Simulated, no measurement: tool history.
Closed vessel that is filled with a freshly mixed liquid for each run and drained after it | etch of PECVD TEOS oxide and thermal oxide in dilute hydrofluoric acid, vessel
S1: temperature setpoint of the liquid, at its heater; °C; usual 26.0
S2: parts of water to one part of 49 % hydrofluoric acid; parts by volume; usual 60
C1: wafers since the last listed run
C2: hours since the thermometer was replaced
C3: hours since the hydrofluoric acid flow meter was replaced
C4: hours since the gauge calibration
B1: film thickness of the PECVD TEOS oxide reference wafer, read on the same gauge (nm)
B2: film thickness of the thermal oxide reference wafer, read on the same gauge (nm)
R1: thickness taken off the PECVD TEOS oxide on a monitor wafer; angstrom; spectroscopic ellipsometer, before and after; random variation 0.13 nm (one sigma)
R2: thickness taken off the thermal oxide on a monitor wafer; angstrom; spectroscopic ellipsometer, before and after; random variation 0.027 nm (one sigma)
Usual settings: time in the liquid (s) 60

Run 1, hour 0.0: usual settings; C1 0; C2 1149.8; C3 1684.1; C4 2173.4; B1 50.04; B2 140.01. Result: R1 254.1 angstrom, R2 57.5 angstrom.
Run 2, hour 43.3: usual settings; C1 5774; C2 1193.1; C3 1727.4; C4 2216.7; B1 49.95; B2 139.98. Result: R1 257.1 angstrom, R2 58.0 angstrom.
Run 3, hour 86.7: usual settings; C1 5788; C2 1236.5; C3 1770.8; C4 2260.1; B1 50.00; B2 140.00. Result: R1 257.2 angstrom, R2 57.6 angstrom.
Run 4, hour 158.7: usual settings; C1 9602; C2 1308.5; C3 1842.8; C4 2332.1; B1 49.97; B2 139.99. Result: R1 255.5 angstrom, R2 58.1 angstrom.
Run 5, hour 230.3: usual settings; C1 9549; C2 1380.1; C3 1914.4; C4 2403.7; B1 49.93; B2 140.00. Result: R1 256.2 angstrom, R2 58.2 angstrom.
Run 6, hour 295.2: usual settings; C1 8655; C2 1445.0; C3 1979.3; C4 2468.6; B1 49.97; B2 140.00. Result: R1 260.1 angstrom, R2 58.3 angstrom.
Run 7, hour 334.5: usual settings; C1 5241; C2 1484.3; C3 2018.6; C4 2507.9; B1 50.02; B2 140.02. Result: R1 260.4 angstrom, R2 58.0 angstrom.
At hour 361.5: gauge calibrated.
Run 8, hour 402.0: usual settings but S1 23.5 °C; C1 9002; C2 1551.8; C3 2086.1; C4 40.5; B1 49.99; B2 140.01. Result: R1 233.5 angstrom, R2 53.0 angstrom.
At hour 455.7: hydrofluoric acid flow meter replaced.
Run 9, hour 458.7: usual settings but time in the liquid (s) 85; C1 7428; C2 1608.5; C3 3.0; C4 97.2; B1 50.03; B2 140.00. Result: R1 368.4 angstrom, R2 82.8 angstrom.
Run 10, hour 502.2: usual settings; C1 5801; C2 1652.0; C3 46.5; C4 140.7; B1 50.02; B2 140.00. Result: R1 258.5 angstrom, R2 59.2 angstrom.
Run 11, hour 527.6: usual settings but time in the liquid (s) 80; C1 3387; C2 1677.4; C3 71.9; C4 166.1; B1 50.05; B2 139.99. Result: R1 347.8 angstrom, R2 77.8 angstrom.
Run 12, hour 595.9: usual settings but S1 30.0 °C, S2 80 parts by volume; C1 9109; C2 1745.7; C3 140.2; C4 234.4; B1 50.04; B2 140.01. Result: R1 220.4 angstrom, R2 49.6 angstrom.
Run 13, hour 633.1: usual settings but time in the liquid (s) 35; C1 4961; C2 1782.9; C3 177.4; C4 271.6; B1 49.97; B2 140.00. Result: R1 153.1 angstrom, R2 34.3 angstrom.
Run 14, hour 690.6: usual settings but S1 21.0 °C, S2 85 parts by volume, time in the liquid (s) 70; C1 7668; C2 1840.4; C3 234.9; C4 329.1; B1 50.03; B2 140.00. Result: R1 171.9 angstrom, R2 38.8 angstrom.
Run 15, hour 906.1: usual settings; C1 28740; C2 2055.9; C3 450.4; C4 544.6; B1 50.05; B2 140.00. Result: R1 264.6 angstrom, R2 59.4 angstrom.
At hour 926.6: thermometer replaced.
Run 16, hour 967.8: usual settings but S1 28.5 °C, S2 45 parts by volume, time in the liquid (s) 85; C1 8095; C2 41.2; C3 512.1; C4 606.3; B1 49.95; B2 140.01. Result: R1 523.2 angstrom, R2 119.0 angstrom.
Run 17, hour 1154.0: usual settings but time in the liquid (s) 85; C1 24833; C2 227.4; C3 698.3; C4 792.5; B1 49.96; B2 139.99. Result: R1 351.3 angstrom, R2 78.7 angstrom.
Run 18, hour 1213.2: usual settings but S1 29.0 °C; C1 7895; C2 286.6; C3 757.5; C4 851.7; B1 49.98; B2 140.01. Result: R1 279.6 angstrom, R2 62.8 angstrom.
Run 19, hour 1254.8: usual settings but S2 40 parts by volume; C1 5548; C2 328.2; C3 799.1; C4 893.3; B1 50.03; B2 139.97. Result: R1 378.9 angstrom, R2 87.3 angstrom.
Run 20, hour 1287.5: usual settings; C1 4361; C2 360.9; C3 831.8; C4 926.0; B1 49.97; B2 139.99. Result: R1 250.8 angstrom, R2 56.3 angstrom.
Run 21, hour 1334.0: usual settings but S1 28.5 °C, S2 45 parts by volume; C1 6201; C2 407.4; C3 878.3; C4 972.5; B1 50.00; B2 140.00. Result: R1 377.6 angstrom, R2 84.3 angstrom.
Run 22, hour 1368.1: usual settings but S1 29.5 °C, time in the liquid (s) 80; C1 4547; C2 441.5; C3 912.4; C4 1006.6; B1 49.99; B2 140.00. Result: R1 384.0 angstrom, R2 85.8 angstrom.
Run 23, hour 1425.5: usual settings but time in the liquid (s) 40; C1 7655; C2 498.9; C3 969.8; C4 1064.0; B1 49.98; B2 139.99. Result: R1 166.5 angstrom, R2 37.6 angstrom.
Run 24, hour 1494.9: usual settings but S2 80 parts by volume; C1 9255; C2 568.3; C3 1039.2; C4 1133.4; B1 49.99; B2 140.00. Result: R1 182.1 angstrom, R2 41.1 angstrom.
Run 25, hour 1564.6: usual settings but S1 28.5 °C, S2 35 parts by volume; C1 9295; C2 638.0; C3 1108.9; C4 1203.1; B1 50.03; B2 140.00. Result: R1 496.5 angstrom, R2 112.0 angstrom.
Run 26, hour 1631.1: usual settings; C1 8869; C2 704.5; C3 1175.4; C4 1269.6; B1 50.03; B2 140.02. Result: R1 250.5 angstrom, R2 56.8 angstrom.

Hidden state or all else? Some run-to-run changes of R1, split into what the settings, what came in and random variation would give without the hidden state, and what is left for the hidden state (with any gauge scatter that isn't in both results):
The hidden state here: liquid hotter than its thermometer reads (K); hydrofluoric acid flow below the setpoint (%); gauge reads high (%).
Run 15 -> 16: S1 26.0 -> 28.5, S2 60 -> 45, time in the liquid (s) 60 -> 85, thermometer replaced. R1 +258.6 angstrom: hidden state -17.6, all else +276.2.
Run 24 -> 25: S1 26.0 -> 28.5, S2 80 -> 35. R1 +314.4 angstrom: hidden state +8.3, all else +306.1.
